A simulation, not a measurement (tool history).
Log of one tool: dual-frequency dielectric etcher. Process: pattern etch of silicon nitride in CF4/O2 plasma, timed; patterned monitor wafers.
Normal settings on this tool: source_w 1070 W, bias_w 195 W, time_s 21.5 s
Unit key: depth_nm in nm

run    hour  source_w  bias_w  time_s  wafers since the last listed run  hours since the last wet clean  hours since the last source power generator calibration  hours since the last bias power generator calibration  hours since the last upper electrode change  hours since the gauge calibration  read-back reference wafer on the same gauge, depth_nm  depth_nm
  1       0      1180     195    21.5                                 0                           271.5                                                     1578                                                 2886.6                                       1719.7                              210.6                                                   81.9      98.6
  2    91.8      1180     195    21.5                               912                           363.3                                                   1669.8                                                 2978.4                                       1811.5                              302.4                                                   81.9      98.6
  3   138.1       950     195    21.5                               460                           409.6                                                   1716.1                                                 3024.7                                       1857.8                              348.7                                                   81.9      86.4
        238  -- wet clean of the chamber
  4   238.5       950     195    21.5                               759                             0.5                                                   1816.5                                                 3125.1                                       1958.2                              449.1                                                   81.9      87.9
  5   270.1      1070     195    21.5                               314                            32.1                                                   1848.1                                                 3156.7                                       1989.8                              480.7                                                   81.9      93.4
  6   337.9      1250     195      19                               674                            99.9                                                   1915.9                                                 3224.5                                       2057.6                              548.5                                                   81.9      90.9
  7   374.2      1070     195    26.5                               360                           136.2                                                   1952.2                                                 3260.8                                       2093.9                              584.8                                                   81.9     114.8
  8   463.2      1070     195    26.5                               884                           225.2                                                   2041.2                                                 3349.8                                       2182.9                              673.8                                                   81.9     115.2
  9   524.7      1070     195    24.5                               611                           286.7                                                   2102.7                                                 3411.3                                       2244.4                              735.3                                                   81.9     106.1
 10     607      1070     195    21.5                               818                             369                                                     2185                                                 3493.6                                       2326.7                              817.6                                                   81.9      93.3
 11     686      1070     195    21.5                               785                             448                                                     2264                                                 3572.6                                       2405.7                              896.6                                                   81.9      93.2
      715.9  -- gauge calibrated
      720.2  -- wet clean of the chamber
 12   747.2      1070     195    21.5                               369                              27                                                   2325.2                                                 3633.8                                       2466.9                               31.3                                                   81.9      94.5
 13   795.4      1340     170    21.5                               479                            75.2                                                   2373.4                                                   3682                                       2515.1                               79.5                                                   81.9     104.8
 14     864      1070     220    21.5                               682                           143.8                                                     2442                                                 3750.6                                       2583.7                              148.1                                                   81.9        97
 15   916.5      1070     180      24                               521                           196.3                                                   2494.5                                                 3803.1                                       2636.2                              200.6                                                     82       103
 16   963.2      1330     195    23.5                               464                             243                                                   2541.2                                                 3849.8                                       2682.9                              247.3                                                   81.9     117.3
     1002.4  -- source power generator calibrated
 17    1028      1270     195    21.5                               604                           307.8                                                     25.6                                                 3914.6                                       2747.7                              312.1                                                   81.9     102.8
     1075.2  -- upper electrode replaced
 18  1103.2      1070     195    21.5                               509                             383                                                    100.8                                                 3989.8                                           28                              387.3                                                   81.9      92.7
     1162.6  -- wet clean of the chamber
 19  1163.1       870     238      18                               356                             0.5                                                    160.7                                                 4049.7                                         87.9                              447.2                                                   81.9        73
     1202.1  -- bias power generator calibrated
 20  1215.2      1140     208      25                               478                            52.6                                                    212.8                                                   13.1                                          140                              499.3                                                   81.9       114
 21  1275.4      1070     195    21.5                               598                           112.8                                                      273                                                   73.3                                        200.2                              559.5                                                   81.9      92.7
 22  1362.9      1070     195    21.5                               869                           200.3                                                    360.5                                                  160.8                                        287.7                                647                                                   81.9      92.9
 23  1509.3       880     174      18                              1455                           346.7                                                    506.9                                                  307.2                                        434.1                              793.4                                                   81.9        67
 24  1608.9      1070     195      16                               990                           446.3                                                    606.5                                                  406.8                                        533.7                                893                                                   81.9      68.6

For each run, the measured value with the value that run would have given without the tool's hidden condition subtracted. The run-to-run variation is shared by both, the gauge scatter possibly not:
The tool's hidden condition here consists of: etch rate over this chamber's usual, %; source power that arrives over what is set, %; bias power that arrives over what is set, %; gauge reads high (%).
run  depth_nm
  1      -0.1
  2      -0.2
  3      -0.2
  4      +0.7
  5      +0.6
  6      +0.5
  7      +0.6
  8      +0.4
  9      +0.2
 10        +0
 11      -0.1
 12      +1.1
 13      +1.2
 14      +0.9
 15      +0.9
 16      +0.9
 17      -0.7
 18      -0.7
 19        +0
 20      -0.2
 21      -0.2
 22      -0.3
 23      -0.5
 24      -0.6

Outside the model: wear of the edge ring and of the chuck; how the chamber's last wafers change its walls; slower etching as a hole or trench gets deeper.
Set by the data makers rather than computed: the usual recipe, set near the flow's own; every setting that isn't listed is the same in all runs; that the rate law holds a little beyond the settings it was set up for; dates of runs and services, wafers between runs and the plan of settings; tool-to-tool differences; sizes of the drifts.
